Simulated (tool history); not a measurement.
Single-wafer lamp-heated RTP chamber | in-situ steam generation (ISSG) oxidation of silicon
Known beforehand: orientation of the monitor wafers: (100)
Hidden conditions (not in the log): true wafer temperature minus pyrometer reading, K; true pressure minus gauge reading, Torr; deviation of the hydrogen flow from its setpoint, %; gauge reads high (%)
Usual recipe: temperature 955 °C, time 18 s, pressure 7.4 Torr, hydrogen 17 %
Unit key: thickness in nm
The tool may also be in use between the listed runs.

run,hour,temperature,time,pressure,hydrogen,wafers since the last listed run,wafers since the last pyrometer calibration,hours since the pressure gauge was zeroed,hours since the hydrogen flow controller was replaced,hours since the gauge calibration,"read-back reference wafer on the same gauge, thickness",thickness
1,0,955,18,8.2,17,0,1116,4677.2,3352.5,15.8,4.326,4.254
2,35.2,955,18,7.4,17,628,1745,4712.4,3387.7,51,4.316,4.233
3,80.9,955,18,7.4,17,815,2560,4758.1,3433.4,96.7,4.321,4.269
4,115.3,955,18,7.4,17,614,3174,4792.5,3467.8,131.1,4.322,4.278
5,151.6,955,18,7.4,20,647,3822,4828.8,3504.1,167.4,4.322,4.432
6,212.7,955,18,7.4,20,1090,4913,4889.9,3565.2,228.5,4.315,4.438
7,242.7,955,18,7.4,20,535,5448,4919.9,3595.2,258.5,4.317,4.444
8,304.3,955,18,7.4,17,1099,6548,4981.5,3656.8,320.1,4.327,4.297
# hour 328.8: pressure gauge zeroed
# hour 335.2: pyrometer window cleaned and pyrometer calibrated
9,339.9,955,23,7.4,17,378,83,11.1,3692.4,355.7,4.322,4.723
10,370,955,18,7.4,17,537,621,41.2,3722.5,385.8,4.317,4.249
11,422.5,955,18,8.8,17,937,1558,93.7,3775,438.3,4.321,4.241
12,503.8,944,18,7.4,17,1451,3009,175,3856.3,519.6,4.327,4.136
13,533.3,949,22,6.9,21,526,3535,204.5,3885.8,549.1,4.324,4.788
14,598.9,937,18,7.4,17,1170,4706,270.1,3951.4,614.7,4.323,4.073
# hour 704.8: pyrometer window cleaned and pyrometer calibrated
15,792.5,955,14,7.4,17,3312,1564,463.7,4145,808.3,4.321,3.86
16,834.2,955,18,7.4,17,744,2309,505.4,4186.7,850,4.321,4.258
17,890.4,955,18,7.4,20,1003,3312,561.6,4242.9,906.2,4.32,4.445
18,952.5,955,18,7.4,17,1108,4420,623.7,4305,968.3,4.323,4.271
19,985,955,18,7.4,17,580,5001,656.2,4337.5,1000.8,4.32,4.281
# hour 997.5: hydrogen flow controller replaced
# hour 1020: pyrometer window cleaned and pyrometer calibrated
# hour 1040.4: gauge calibrated
20,1040.8,939,24,6.9,27,710,370,712,43.3,0.4,4.319,5.08
21,1095.5,955,18,7.4,17,976,1347,766.7,98,55.1,4.321,4.259
22,1126,955,13,7.4,17,544,1891,797.2,128.5,85.6,4.325,3.733
23,1168.2,955,12,7.4,17,753,2644,839.4,170.7,127.8,4.325,3.629
24,1200.1,955,18,7.4,17,569,3214,871.3,202.6,159.7,4.323,4.26
25,1241,955,11,7.4,17,730,3944,912.2,243.5,200.6,4.317,3.514
26,1302.4,948,14,6.9,25,1095,5040,973.6,304.9,262,4.318,4.162
27,1362.6,955,18,6.9,17,1074,6114,1033.8,365.1,322.2,4.318,4.285
# hour 1387.9: pyrometer window cleaned and pyrometer calibrated
28,1429.5,944,15,6.9,27,1051,741,1100.7,432,389.1,4.32,4.312
29,1470.3,955,18,7.4,11,728,1470,1141.5,472.8,429.9,4.322,3.86
30,1505.2,955,18,7.4,20,622,2092,1176.4,507.7,464.8,4.32,4.436

Alternative continuations, all from the tool just after run 30; predict every row:
A,1505.6,955,18,7.4,17,7,2100,1176.8,508.1,465.2,?,?
B,1505.6,946,18,7.4,17,7,2100,1176.8,508.1,465.2,?,?
C,1505.6,975,18,6.9,12,7,2100,1176.8,508.1,465.2,?,?
D,1505.6,955,18,7.4,22,7,2100,1176.8,508.1,465.2,?,?
E,1505.6,968,25,6.9,17,7,2100,1176.8,508.1,465.2,?,?

run,"read-back reference wafer on the same gauge, thickness",thickness
A,4.326,4.274
B,4.326,4.163
C,4.326,4.189
D,4.326,4.544
E,4.326,5.121
Had the tool no hidden state, the same runs would have come out as:
run,thickness
A,4.244
B,4.136
C,4.156
D,4.512
E,5.078
